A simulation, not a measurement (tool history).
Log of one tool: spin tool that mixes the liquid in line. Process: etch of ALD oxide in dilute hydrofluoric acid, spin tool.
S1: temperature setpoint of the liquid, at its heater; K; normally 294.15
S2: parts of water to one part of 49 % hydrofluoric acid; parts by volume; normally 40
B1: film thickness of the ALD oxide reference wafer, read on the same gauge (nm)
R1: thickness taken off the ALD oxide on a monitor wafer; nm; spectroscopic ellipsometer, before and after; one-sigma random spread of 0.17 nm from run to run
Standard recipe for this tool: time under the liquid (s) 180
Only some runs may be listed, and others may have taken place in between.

{"run": 1, "hour": 0.0, "S1": 294.15, "S2": 40, "time under the liquid (s)": 95, "B1": 149.98, "R1": 20.59}
{"run": 2, "hour": 13.7, "S1": 294.15, "S2": 40, "time under the liquid (s)": 180, "B1": 150, "R1": 38.92}
{"run": 3, "hour": 26.9, "S1": 294.15, "S2": 40, "time under the liquid (s)": 180, "B1": 150.01, "R1": 38.77}
{"run": 4, "hour": 37.7, "S1": 294.15, "S2": 40, "time under the liquid (s)": 180, "B1": 149.99, "R1": 38.69}
{"run": 5, "hour": 53.6, "S1": 294.15, "S2": 40, "time under the liquid (s)": 230, "B1": 150.01, "R1": 49.65}
{"run": 6, "hour": 61.7, "S1": 294.15, "S2": 40, "time under the liquid (s)": 230, "B1": 150, "R1": 50}
{"run": 7, "hour": 76.5, "S1": 294.15, "S2": 40, "time under the liquid (s)": 230, "B1": 149.98, "R1": 49.82}
{"run": 8, "hour": 92.2, "S1": 297.15, "S2": 40, "time under the liquid (s)": 95, "B1": 149.99, "R1": 23.41}
{"run": 9, "hour": 99.0, "S1": 297.15, "S2": 40, "time under the liquid (s)": 95, "B1": 150, "R1": 23.18}
{"run": 10, "hour": 111.0, "S1": 294.15, "S2": 50, "time under the liquid (s)": 180, "B1": 149.96, "R1": 30.57}
{"run": 11, "hour": 124.5, "S1": 294.15, "S2": 50, "time under the liquid (s)": 180, "B1": 149.96, "R1": 30.73}
{"hour": 130.8, "done": "gauge calibrated"}
{"run": 12, "hour": 132.6, "S1": 294.15, "S2": 50, "time under the liquid (s)": 180, "B1": 149.99, "R1": 30.62}
{"run": 13, "hour": 148.6, "S1": 291.15, "S2": 50, "time under the liquid (s)": 180, "B1": 149.99, "R1": 27.06}
{"run": 14, "hour": 166.1, "S1": 294.15, "S2": 40, "time under the liquid (s)": 180, "B1": 150.03, "R1": 39}
{"run": 15, "hour": 209.2, "S1": 294.15, "S2": 40, "time under the liquid (s)": 180, "B1": 150, "R1": 38.64}
{"run": 16, "hour": 218.1, "S1": 294.15, "S2": 40, "time under the liquid (s)": 180, "B1": 150, "R1": 38.66}
{"run": 17, "hour": 235.2, "S1": 291.65, "S2": 60, "time under the liquid (s)": 290, "B1": 149.99, "R1": 36.21}
{"run": 18, "hour": 249.1, "S1": 296.15, "S2": 40, "time under the liquid (s)": 180, "B1": 150.04, "R1": 42.19}
{"run": 19, "hour": 262.8, "S1": 294.15, "S2": 40, "time under the liquid (s)": 180, "B1": 149.99, "R1": 38.41}
{"run": 20, "hour": 277.9, "S1": 294.15, "S2": 40, "time under the liquid (s)": 180, "B1": 150, "R1": 38.47}
{"run": 21, "hour": 287.4, "S1": 297.65, "S2": 50, "time under the liquid (s)": 80, "B1": 150.01, "R1": 15.74}
{"hour": 291.0, "done": "hydrofluoric acid flow meter replaced"}
{"hour": 297.5, "done": "thermometer replaced"}
{"run": 22, "hour": 298.5, "S1": 291.15, "S2": 40, "time under the liquid (s)": 180, "B1": 149.98, "R1": 31.87}
{"run": 23, "hour": 315.8, "S1": 294.15, "S2": 40, "time under the liquid (s)": 180, "B1": 149.99, "R1": 36.51}
{"run": 24, "hour": 332.5, "S1": 292.65, "S2": 20, "time under the liquid (s)": 180, "B1": 150.04, "R1": 69.77}
{"run": 25, "hour": 340.9, "S1": 294.15, "S2": 50, "time under the liquid (s)": 150, "B1": 150, "R1": 24.17}
{"run": 26, "hour": 356.7, "S1": 294.15, "S2": 40, "time under the liquid (s)": 180, "B1": 149.99, "R1": 36.14}
{"run": 27, "hour": 368.6, "S1": 298.65, "S2": 30, "time under the liquid (s)": 180, "B1": 150.02, "R1": 60.01}
{"hour": 384.3, "done": "thermometer replaced, repeated, since the last time left the tool worse"}
{"run": 28, "hour": 385.8, "S1": 290.15, "S2": 40, "time under the liquid (s)": 180, "B1": 149.97, "R1": 34.5}
{"run": 29, "hour": 396.7, "S1": 294.15, "S2": 40, "time under the liquid (s)": 250, "B1": 149.97, "R1": 57.11}
{"run": 30, "hour": 410.0, "S1": 298.65, "S2": 45, "time under the liquid (s)": 180, "B1": 150, "R1": 43.99}
{"run": 31, "hour": 423.1, "S1": 297.15, "S2": 40, "time under the liquid (s)": 245, "B1": 149.99, "R1": 63.24}
{"run": 32, "hour": 434.4, "S1": 292.65, "S2": 20, "time under the liquid (s)": 180, "B1": 150, "R1": 78.91}

Each run again, without the hidden state but with its own random variation kept:
Hidden conditions of the tool in this case: liquid colder than its thermometer reads (K); hydrofluoric acid flow above the setpoint (%); gauge reads high (%).
run=1 R1=22.11
run=2 R1=41.81
run=3 R1=41.67
run=4 R1=41.58
run=5 R1=53.41
run=6 R1=53.79
run=7 R1=53.62
run=8 R1=25.16
run=9 R1=24.93
run=10 R1=32.93
run=11 R1=33.11
run=12 R1=32.99
run=13 R1=29.23
run=14 R1=42.1
run=15 R1=41.77
run=16 R1=41.81
run=17 R1=39.2
run=18 R1=45.61
run=19 R1=41.59
run=20 R1=41.67
run=21 R1=17.01
run=22 R1=36.67
run=23 R1=41.89
run=24 R1=80.38
run=25 R1=27.73
run=26 R1=41.53
run=27 R1=68.73
run=28 R1=35.11
run=29 R1=58.11
run=30 R1=44.75
run=31 R1=64.38
run=32 R1=80.44
